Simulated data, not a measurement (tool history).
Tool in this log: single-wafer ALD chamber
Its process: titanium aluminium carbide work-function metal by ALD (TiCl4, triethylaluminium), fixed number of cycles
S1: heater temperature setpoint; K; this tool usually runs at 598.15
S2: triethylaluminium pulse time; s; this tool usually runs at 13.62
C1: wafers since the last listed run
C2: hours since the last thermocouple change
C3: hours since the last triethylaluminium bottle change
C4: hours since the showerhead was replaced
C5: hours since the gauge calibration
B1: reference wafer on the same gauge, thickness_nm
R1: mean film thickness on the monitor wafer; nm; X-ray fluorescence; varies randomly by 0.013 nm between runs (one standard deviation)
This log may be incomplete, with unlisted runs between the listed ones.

{"run": 1, "hour": 0.0, "S1": 604.15, "S2": 17.72, "C1": 0, "C2": 667.8, "C3": 347.2, "C4": 5757.1, "C5": 635.3, "B1": 2.55, "R1": 2.323}
{"hour": 10.8, "done": "gauge calibrated"}
{"run": 2, "hour": 33.2, "S1": 598.15, "S2": 13.62, "C1": 233, "C2": 701, "C3": 380.4, "C4": 5790.3, "C5": 22.4, "B1": 2.55, "R1": 2.226}
{"run": 3, "hour": 67.8, "S1": 598.15, "S2": 13.62, "C1": 242, "C2": 735.6, "C3": 415, "C4": 5824.9, "C5": 57, "B1": 2.554, "R1": 2.229}
{"run": 4, "hour": 90.4, "S1": 595.15, "S2": 17.38, "C1": 158, "C2": 758.2, "C3": 437.6, "C4": 5847.5, "C5": 79.6, "B1": 2.55, "R1": 2.233}
{"run": 5, "hour": 121.8, "S1": 595.15, "S2": 17.38, "C1": 220, "C2": 789.6, "C3": 469, "C4": 5878.9, "C5": 111, "B1": 2.551, "R1": 2.218}
{"run": 6, "hour": 155.0, "S1": 598.15, "S2": 13.62, "C1": 233, "C2": 822.8, "C3": 502.2, "C4": 5912.1, "C5": 144.2, "B1": 2.549, "R1": 2.172}
{"run": 7, "hour": 187.9, "S1": 598.15, "S2": 13.62, "C1": 230, "C2": 855.7, "C3": 535.1, "C4": 5945, "C5": 177.1, "B1": 2.548, "R1": 2.179}
{"run": 8, "hour": 217.4, "S1": 589.15, "S2": 13.62, "C1": 207, "C2": 885.2, "C3": 564.6, "C4": 5974.5, "C5": 206.6, "B1": 2.553, "R1": 2.096}
{"run": 9, "hour": 231.3, "S1": 589.15, "S2": 13.62, "C1": 97, "C2": 899.1, "C3": 578.5, "C4": 5988.4, "C5": 220.5, "B1": 2.552, "R1": 2.098}
{"hour": 255.7, "done": "showerhead replaced, of another model than before"}
{"hour": 339.5, "done": "triethylaluminium bottle replaced"}
{"run": 10, "hour": 340.0, "S1": 587.15, "S2": 17.73, "C1": 650, "C2": 1007.8, "C3": 0.5, "C4": 84.3, "C5": 329.2, "B1": 2.55, "R1": 2.193}
{"run": 11, "hour": 351.4, "S1": 587.15, "S2": 17.73, "C1": 80, "C2": 1019.2, "C3": 11.9, "C4": 95.7, "C5": 340.6, "B1": 2.547, "R1": 2.154}
{"run": 12, "hour": 379.0, "S1": 598.15, "S2": 13.62, "C1": 193, "C2": 1046.8, "C3": 39.5, "C4": 123.3, "C5": 368.2, "B1": 2.55, "R1": 2.286}
{"run": 13, "hour": 413.1, "S1": 598.15, "S2": 13.62, "C1": 239, "C2": 1080.9, "C3": 73.6, "C4": 157.4, "C5": 402.3, "B1": 2.552, "R1": 2.261}
{"run": 14, "hour": 429.4, "S1": 593.15, "S2": 13.62, "C1": 114, "C2": 1097.2, "C3": 89.9, "C4": 173.7, "C5": 418.6, "B1": 2.545, "R1": 2.209}
{"run": 15, "hour": 460.7, "S1": 598.15, "S2": 13.62, "C1": 219, "C2": 1128.5, "C3": 121.2, "C4": 205, "C5": 449.9, "B1": 2.548, "R1": 2.24}
{"run": 16, "hour": 482.3, "S1": 598.15, "S2": 13.62, "C1": 151, "C2": 1150.1, "C3": 142.8, "C4": 226.6, "C5": 471.5, "B1": 2.551, "R1": 2.262}
{"run": 17, "hour": 518.3, "S1": 588.15, "S2": 13.62, "C1": 252, "C2": 1186.1, "C3": 178.8, "C4": 262.6, "C5": 507.5, "B1": 2.55, "R1": 2.168}
{"run": 18, "hour": 532.9, "S1": 612.15, "S2": 17.97, "C1": 102, "C2": 1200.7, "C3": 193.4, "C4": 277.2, "C5": 522.1, "B1": 2.551, "R1": 2.422}
{"run": 19, "hour": 553.1, "S1": 590.15, "S2": 13.62, "C1": 141, "C2": 1220.9, "C3": 213.6, "C4": 297.4, "C5": 542.3, "B1": 2.549, "R1": 2.167}

Expected results for the next run?
{"run": 20, "hour": 572.4, "S1": 598.15, "S2": 16.73, "C1": 135, "C2": 1240.2, "C3": 232.9, "C4": 316.7, "C5": 561.6, "B1": "?", "R1": "?"}

Run 20 measured B1 2.551, R1 2.283 nm.
If the tool had no hidden condition, the same run with the same run-to-run variation would have returned R1 2.294 nm.
